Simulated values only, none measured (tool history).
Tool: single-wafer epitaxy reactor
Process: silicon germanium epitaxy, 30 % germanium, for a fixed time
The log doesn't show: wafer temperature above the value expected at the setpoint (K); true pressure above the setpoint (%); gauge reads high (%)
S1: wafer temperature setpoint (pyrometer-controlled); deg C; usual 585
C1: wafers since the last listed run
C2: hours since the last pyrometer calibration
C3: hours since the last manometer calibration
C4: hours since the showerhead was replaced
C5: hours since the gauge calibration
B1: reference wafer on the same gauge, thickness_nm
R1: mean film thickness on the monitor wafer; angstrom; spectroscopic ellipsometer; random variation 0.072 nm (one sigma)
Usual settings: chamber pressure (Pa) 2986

run 1 hour=0 | S1=585 chamber_pressure_(Pa)=2986 | C1=0 C2=805.8 C3=1191.3 C4=7689.7 C5=211.7 | B1=42.874 | R1=481.81
run 2 hour=9 | S1=585 chamber_pressure_(Pa)=2986 | C1=174 C2=814.8 C3=1200.3 C4=7698.7 C5=220.7 | B1=42.901 | R1=481.53
run 3 hour=21.7 | S1=585 chamber_pressure_(Pa)=2986 | C1=246 C2=827.5 C3=1213 C4=7711.4 C5=233.4 | B1=42.919 | R1=483.14
run 4 hour=31.4 | S1=585 chamber_pressure_(Pa)=2986 | C1=187 C2=837.2 C3=1222.7 C4=7721.1 C5=243.1 | B1=42.94 | R1=481.7
run 5 hour=41.2 | S1=585 chamber_pressure_(Pa)=2986 | C1=189 C2=847 C3=1232.5 C4=7730.9 C5=252.9 | B1=42.877 | R1=482.35
run 6 hour=57.9 | S1=579 chamber_pressure_(Pa)=3573 | C1=323 C2=863.7 C3=1249.2 C4=7747.6 C5=269.6 | B1=42.921 | R1=447.95
run 7 hour=75.4 | S1=579 chamber_pressure_(Pa)=3573 | C1=339 C2=881.2 C3=1266.7 C4=7765.1 C5=287.1 | B1=42.92 | R1=448.65
run 8 hour=91.9 | S1=579 chamber_pressure_(Pa)=3573 | C1=319 C2=897.7 C3=1283.2 C4=7781.6 C5=303.6 | B1=42.905 | R1=449.73
run 9 hour=107 | S1=585 chamber_pressure_(Pa)=2986 | C1=292 C2=912.8 C3=1298.3 C4=7796.7 C5=318.7 | B1=42.916 | R1=480.57
run 10 hour=117.2 | S1=585 chamber_pressure_(Pa)=2986 | C1=197 C2=923 C3=1308.5 C4=7806.9 C5=328.9 | B1=42.899 | R1=480.52
run 11 hour=134 | S1=585 chamber_pressure_(Pa)=2986 | C1=325 C2=939.8 C3=1325.3 C4=7823.7 C5=345.7 | B1=42.881 | R1=480.4
run 12 hour=149.7 | S1=578 chamber_pressure_(Pa)=3266 | C1=304 C2=955.5 C3=1341 C4=7839.4 C5=361.4 | B1=42.914 | R1=424.82
run 13 hour=164.9 | S1=578 chamber_pressure_(Pa)=3266 | C1=294 C2=970.7 C3=1356.2 C4=7854.6 C5=376.6 | B1=42.906 | R1=424.54
run 14 hour=181 | S1=578 chamber_pressure_(Pa)=3266 | C1=311 C2=986.8 C3=1372.3 C4=7870.7 C5=392.7 | B1=42.9 | R1=423.89
-- hour=191.2 showerhead replaced
run 15 hour=193.4 | S1=600 chamber_pressure_(Pa)=2653 | C1=85 C2=999.2 C3=1384.7 C4=2.2 C5=405.1 | B1=42.892 | R1=632.57
-- hour=193.6 gauge calibrated
run 16 hour=200.5 | S1=572 chamber_pressure_(Pa)=2266 | C1=137 C2=1006.3 C3=1391.8 C4=9.3 C5=6.9 | B1=42.89 | R1=329.91
run 17 hour=206.7 | S1=585 chamber_pressure_(Pa)=2986 | C1=120 C2=1012.5 C3=1398 C4=15.5 C5=13.1 | B1=42.911 | R1=480.2
run 18 hour=222.6 | S1=571 chamber_pressure_(Pa)=2573 | C1=308 C2=1028.4 C3=1413.9 C4=31.4 C5=29 | B1=42.903 | R1=336.33
-- hour=238.2 capacitance manometer re-zeroed and calibrated
run 19 hour=238.7 | S1=585 chamber_pressure_(Pa)=2373 | C1=156 C2=1044.5 C3=0.5 C4=47.5 C5=45.1 | B1=42.891 | R1=431.34
run 20 hour=242 | S1=590 chamber_pressure_(Pa)=2333 | C1=63 C2=1047.8 C3=3.8 C4=50.8 C5=48.4 | B1=42.887 | R1=478.53
run 21 hour=257.1 | S1=595 chamber_pressure_(Pa)=2986 | C1=292 C2=1062.9 C3=18.9 C4=65.9 C5=63.5 | B1=42.877 | R1=577.8
run 22 hour=272.6 | S1=585 chamber_pressure_(Pa)=2746 | C1=300 C2=1078.4 C3=34.4 C4=81.4 C5=79 | B1=42.889 | R1=452.92
run 23 hour=289.4 | S1=585 chamber_pressure_(Pa)=2986 | C1=325 C2=1095.2 C3=51.2 C4=98.2 C5=95.8 | B1=42.925 | R1=467.53
-- hour=298.1 pyrometer calibrated
run 24 hour=304.5 | S1=577 chamber_pressure_(Pa)=2360 | C1=137 C2=6.4 C3=66.3 C4=113.3 C5=110.9 | B1=42.909 | R1=373.07
run 25 hour=314.4 | S1=581 chamber_pressure_(Pa)=2773 | C1=191 C2=16.3 C3=76.2 C4=123.2 C5=120.8 | B1=42.899 | R1=431.03
run 26 hour=335.3 | S1=595 chamber_pressure_(Pa)=3560 | C1=404 C2=37.2 C3=97.1 C4=144.1 C5=141.7 | B1=42.912 | R1=630.46

Forecast run 27:
run 27 hour=355.6 | S1=593 chamber_pressure_(Pa)=2986 | C1=393 C2=57.5 C3=117.4 C4=164.4 C5=162 | B1=? | R1=?

{"run 27": {"B1": 42.937, "R1": 569.9}}
Without the tool's hidden state the same run would have given R1 570.38 angstrom.

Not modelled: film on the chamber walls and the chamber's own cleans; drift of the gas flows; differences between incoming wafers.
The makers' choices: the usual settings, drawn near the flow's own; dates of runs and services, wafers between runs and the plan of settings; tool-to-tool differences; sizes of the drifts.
